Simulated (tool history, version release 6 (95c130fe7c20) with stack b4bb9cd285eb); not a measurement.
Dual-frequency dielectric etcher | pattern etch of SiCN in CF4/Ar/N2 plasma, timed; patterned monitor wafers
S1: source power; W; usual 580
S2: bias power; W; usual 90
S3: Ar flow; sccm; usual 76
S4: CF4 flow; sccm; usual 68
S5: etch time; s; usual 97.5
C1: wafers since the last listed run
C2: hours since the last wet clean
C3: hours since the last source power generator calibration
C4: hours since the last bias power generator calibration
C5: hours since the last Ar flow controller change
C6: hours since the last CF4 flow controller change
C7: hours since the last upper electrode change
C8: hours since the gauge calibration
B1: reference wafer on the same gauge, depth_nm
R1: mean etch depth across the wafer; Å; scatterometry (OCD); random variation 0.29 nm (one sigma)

run,hour,S1,S2,S3,S4,S5,C1,C2,C3,C4,C5,C6,C7,C8,B1,R1
1,0.0,580,90,76,68,97.5,0,363.8,4201.7,1573.9,2842.2,2620.4,5179.4,1008.7,129.1,1145
2,49.9,580,90,76,68,97.5,515,413.7,4251.6,1623.8,2892.1,2670.3,5229.3,1058.6,129.0,1140
# hour 127.1: wet clean of the chamber
3,127.6,680,90,76,68,118.5,555,0.5,4329.3,1701.5,2969.8,2748.0,5307.0,1136.3,129.0,1607
4,206.0,580,90,76,78,97.5,810,78.9,4407.7,1779.9,3048.2,2826.4,5385.4,1214.7,129.0,1180
5,313.7,580,90,76,78,97.5,1113,186.6,4515.4,1887.6,3155.9,2934.1,5493.1,1322.4,129.0,1171
# hour 435.6: gauge calibrated
6,490.5,580,90,76,79,97.5,1827,363.4,4692.2,2064.4,3332.7,3110.9,5669.9,54.9,129.0,1164
# hour 567.9: upper electrode replaced
7,568.4,580,90,87,68,109.5,557,441.3,4770.1,2142.3,3410.6,3188.8,0.5,132.8,128.9,1250
# hour 607.8: wet clean of the chamber
8,852.5,580,90,87,68,109.5,2688,244.7,5054.2,2426.4,3694.7,3472.9,284.6,416.9,128.9,1259
# hour 910.8: source power generator calibrated
9,957.1,460,90,76,68,97.5,1039,349.3,46.3,2531.0,3799.3,3577.5,389.2,521.5,129.0,937
10,1063.0,580,106,76,68,97.5,1094,455.2,152.2,2636.9,3905.2,3683.4,495.1,627.4,129.0,1176
# hour 1120.5: Ar flow controller replaced
# hour 1123.9: CF4 flow controller replaced
# hour 1143.5: wet clean of the chamber
11,1144.0,580,90,76,68,97.5,537,0.5,233.2,2717.9,23.5,20.1,576.1,708.4,129.0,1152
# hour 1201.5: bias power generator calibrated
12,1204.6,580,90,76,59,118.0,585,61.1,293.8,3.1,84.1,80.7,636.7,769.0,129.1,1376
13,1276.8,580,90,62,55,97.5,746,133.3,366.0,75.3,156.3,152.9,708.9,841.2,128.9,1140
14,1364.4,580,90,91,68,97.5,905,220.9,453.6,162.9,243.9,240.5,796.5,928.8,129.0,1130
15,1457.6,480,90,82,68,97.5,963,314.1,546.8,256.1,337.1,333.7,889.7,1022.0,129.0,978
16,1530.0,460,90,76,68,97.5,748,386.5,619.2,328.5,409.5,406.1,962.1,1094.4,129.0,943
# hour 1566.8: wet clean of the chamber
17,1591.0,510,90,81,68,97.5,382,24.2,680.2,389.5,470.5,467.1,1023.1,1155.4,129.0,1035
18,1693.8,580,90,76,68,97.5,1062,127.0,783.0,492.3,573.3,569.9,1125.9,1258.2,129.0,1151
19,1750.0,580,90,57,57,111.0,580,183.2,839.2,548.5,629.5,626.1,1182.1,1314.4,129.0,1310
20,1836.7,700,96,70,73,97.5,896,269.9,925.9,635.2,716.2,712.8,1268.8,1401.1,128.9,1386
# hour 1855.4: gauge calibrated
21,1915.3,580,69,76,68,97.5,812,348.5,1004.5,713.8,794.8,791.4,1347.4,59.9,129.0,1071

The same runs without the tool's hidden state, with the same run-to-run variation:
The hidden state here: etch rate over this chamber's usual, %; source power that arrives over what is set, %; bias power that arrives over what is set, %; Ar flow that arrives over what is set, %; CF4 flow that arrives over what is set, %; gauge reads high (%).
run,R1
1,1166
2,1163
3,1612
4,1188
5,1185
6,1188
7,1281
8,1286
9,962
10,1214
11,1167
12,1382
13,1149
14,1143
15,993
16,961
17,1038
18,1159
19,1323
20,1405
21,1090

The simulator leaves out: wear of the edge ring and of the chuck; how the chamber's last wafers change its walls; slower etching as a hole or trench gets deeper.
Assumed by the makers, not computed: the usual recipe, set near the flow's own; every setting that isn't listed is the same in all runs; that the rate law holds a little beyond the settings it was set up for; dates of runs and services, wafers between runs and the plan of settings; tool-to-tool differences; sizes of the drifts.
